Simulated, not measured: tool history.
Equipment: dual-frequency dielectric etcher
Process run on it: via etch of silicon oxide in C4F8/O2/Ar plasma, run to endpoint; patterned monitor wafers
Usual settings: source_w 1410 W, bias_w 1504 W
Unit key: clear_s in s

run,hour,source_w,bias_w,wafers since the last listed run,hours since the last wet clean,hours since the last source power generator calibration,hours since the last bias power generator calibration,hours since the last upper electrode change,"incoming incoming film thickness, nm",clear_s
1,0,1170,1611,0,31.2,1059.4,462.2,3889,805.7,209.2
2,294.8,1170,1611,1405,326,1354.2,757,4183.8,815.7,211
# hour 357.2: wet clean of the chamber
3,418.4,1170,1611,474,61.2,1477.8,880.6,4307.4,807.6,208.5
4,521.2,1310,1312,490,164,1580.6,983.4,4410.2,802.9,210.2
# hour 573.4: upper electrode replaced
5,611.7,1310,1312,317,254.5,1671.1,1073.9,38.3,813.7,212.4
# hour 639.7: source power generator calibrated
6,672.3,1310,1312,269,315.1,32.6,1134.5,98.9,805.4,216.2
# hour 730.1: wet clean of the chamber
7,761,1410,1504,308,30.9,121.3,1223.2,187.6,811,202.2
8,851.8,1410,1504,433,121.7,212.1,1314,278.4,813.9,203
9,893.4,1170,1611,198,163.3,253.7,1355.6,320,803.7,209.9
10,962.6,1120,1762,330,232.5,322.9,1424.8,389.2,805,209.1
11,1017.5,1290,1804,261,287.4,377.8,1479.7,444.1,811.7,197.8
# hour 1032.9: bias power generator calibrated
# hour 1089.2: wet clean of the chamber
12,1089.7,1170,1652,210,0.5,450,56.8,516.3,811.7,210.5
13,1178.9,1410,1682,425,89.7,539.2,146,605.5,808.5,194.2
14,1276.5,1650,1798,465,187.3,636.8,243.6,703.1,810.2,180.4
15,1337.1,1080,1214,289,247.9,697.4,304.2,763.7,809.2,235.9
16,1437.7,1660,1701,479,348.5,798,404.8,864.3,807.1,180.5
# hour 1498.3: wet clean of the chamber
17,1520.9,1410,1612,282,22.6,881.2,488,947.5,811.8,196.9

5 ways to go on from here, each from the tool as it stands after run 17. What would each give?
A,1521.4,1500,1504,2,23.1,881.7,488.5,948,814.5,?
B,1521.4,1700,1762,2,23.1,881.7,488.5,948,814.5,?
C,1521.4,1110,1304,2,23.1,881.7,488.5,948,814.5,?
D,1521.4,1730,1311,2,23.1,881.7,488.5,948,814.5,?
E,1521.4,1190,1376,2,23.1,881.7,488.5,948,814.5,?

run,clear_s
A,196.7
B,178.9
C,230.5
D,193.3
E,220.9
Stripped of hidden state, with their random variation kept, the same runs would have yielded:
run,clear_s
A,197.3
B,179.4
C,231.2
D,193.9
E,221.6
